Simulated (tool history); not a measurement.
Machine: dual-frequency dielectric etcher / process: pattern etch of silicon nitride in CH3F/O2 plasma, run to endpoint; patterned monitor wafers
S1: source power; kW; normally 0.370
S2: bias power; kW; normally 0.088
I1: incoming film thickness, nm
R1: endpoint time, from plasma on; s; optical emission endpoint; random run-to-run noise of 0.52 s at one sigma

run   hour     S1     S2    I1     R1
  1    0.0  0.370  0.088  82.0   93.8
  2    8.4  0.370  0.088  82.0   94.7
  3   17.9  0.370  0.088  81.5   93.5
  4   24.6  0.370  0.095  81.5   90.6
      34.4  -- bias power generator calibrated
  5   34.9  0.370  0.095  82.2   91.0
  6   42.3  0.370  0.088  82.4   94.6
  7   60.2  0.370  0.088  81.5   93.4
  8   68.6  0.370  0.088  82.3   93.5
  9   76.0  0.420  0.075  81.9   97.9
 10   85.7  0.420  0.075  81.2   96.6
 11   94.6  0.330  0.088  80.9   95.3
     104.4  -- source power generator calibrated
 12  104.9  0.330  0.088  82.2   96.7
 13  112.3  0.330  0.082  82.2   98.3
 14  122.6  0.370  0.088  82.8   94.9
 15  129.1  0.400  0.101  82.2   87.0
     158.7  -- upper electrode replaced
 16  159.2  0.370  0.088  81.3   93.6
 17  159.6  0.330  0.075  81.5  101.6
 18  171.2  0.310  0.098  81.9   92.3
     202.0  -- wet clean of the chamber
 19  202.5  0.440  0.088  81.5   89.6
 20  202.9  0.290  0.088  81.7   98.7
 21  207.5  0.300  0.102  82.5   92.7
 22  222.8  0.400  0.067  81.8  101.9
 23  238.1  0.370  0.088  81.9   94.2
 24  244.3  0.340  0.088  81.4   94.5
 25  254.2  0.370  0.107  82.1   87.2
 26  268.2  0.280  0.082  80.9  101.1
 27  284.9  0.340  0.095  82.0   92.2

What does the tool deliver on the next run?
 28  293.7  0.430  0.080  81.9   ?

{"run 28": {"R1": 95.3}}
With the hidden condition absent and the run-to-run variation left alone, this run would have shown R1 95.3 s.

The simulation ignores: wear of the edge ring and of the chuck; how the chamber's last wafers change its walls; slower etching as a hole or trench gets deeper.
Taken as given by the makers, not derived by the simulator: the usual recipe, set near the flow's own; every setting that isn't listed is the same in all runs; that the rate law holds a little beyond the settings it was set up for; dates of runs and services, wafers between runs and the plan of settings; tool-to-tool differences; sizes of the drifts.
